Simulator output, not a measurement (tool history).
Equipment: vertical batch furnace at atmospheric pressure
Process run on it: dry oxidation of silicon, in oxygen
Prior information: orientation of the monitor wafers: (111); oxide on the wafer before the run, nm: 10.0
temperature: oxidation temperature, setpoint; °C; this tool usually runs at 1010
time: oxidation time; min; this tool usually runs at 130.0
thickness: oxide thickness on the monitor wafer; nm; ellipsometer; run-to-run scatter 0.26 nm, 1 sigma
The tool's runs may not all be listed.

run,hour,temperature,time,"read-back reference wafer on the same gauge, thickness",thickness
1,0.0,1010,130.0,135.99,122.54
2,65.4,1010,130.0,136.06,122.91
3,92.6,1010,130.0,135.97,123.07
4,130.6,1010,130.0,136.04,123.48
5,165.5,1010,130.0,135.98,123.36
6,219.6,1010,115.5,136.11,114.66
7,270.8,1010,115.5,136.06,114.50
8,320.8,1002,130.0,136.05,116.42
9,388.4,1002,130.0,136.03,116.67
10,430.3,1002,130.0,136.02,116.99
# hour 490.6: gauge calibrated
11,496.2,1010,130.0,135.94,123.61
# hour 533.8: thermocouples replaced and temperature profile calibrated
12,552.3,1010,130.0,135.93,126.00
# hour 615.3: boat lift adjusted
13,615.8,1010,130.0,135.84,125.57
14,659.1,988,82.0,136.01,81.14
15,720.8,1020,130.0,136.03,133.86
16,752.4,1010,186.0,135.89,156.25
# hour 778.1: thermocouples replaced and temperature profile calibrated, repeated, since the last time left the tool worse
17,795.8,1010,130.0,135.94,120.05
18,895.7,998,130.0,135.94,110.65
19,951.2,1010,130.0,135.98,120.29
20,982.1,1010,180.5,136.04,146.54
21,1031.7,999,105.0,135.99,98.35
22,1071.1,1010,130.0,135.83,120.60
23,1096.1,1010,130.0,136.05,119.98
24,1167.6,1019,66.5,135.97,84.78
25,1204.1,1031,100.0,136.14,117.20
26,1240.6,995,67.5,136.08,72.33
27,1298.0,991,87.5,135.91,82.91

Difference, measured minus no-hidden-state, one row per run. Run-to-run variation is common to both terms; the gauge's own scatter need not be:
Hidden state present: true tube temperature minus thermocouple reading, K; monitor wafer colder than the profiled boat position, K; gauge reads high (%).
run,thickness
1,+2.38
2,+2.51
3,+2.56
4,+2.64
5,+2.70
6,+2.63
7,+2.71
8,+2.88
9,+3.02
10,+3.11
11,+3.36
12,+5.30
13,+5.27
14,+3.50
15,+5.16
16,+6.41
17,+0.02
18,+0.02
19,+0.03
20,+0.04
21,+0.04
22,+0.05
23,+0.06
24,+0.05
25,+0.07
26,+0.06
27,+0.08
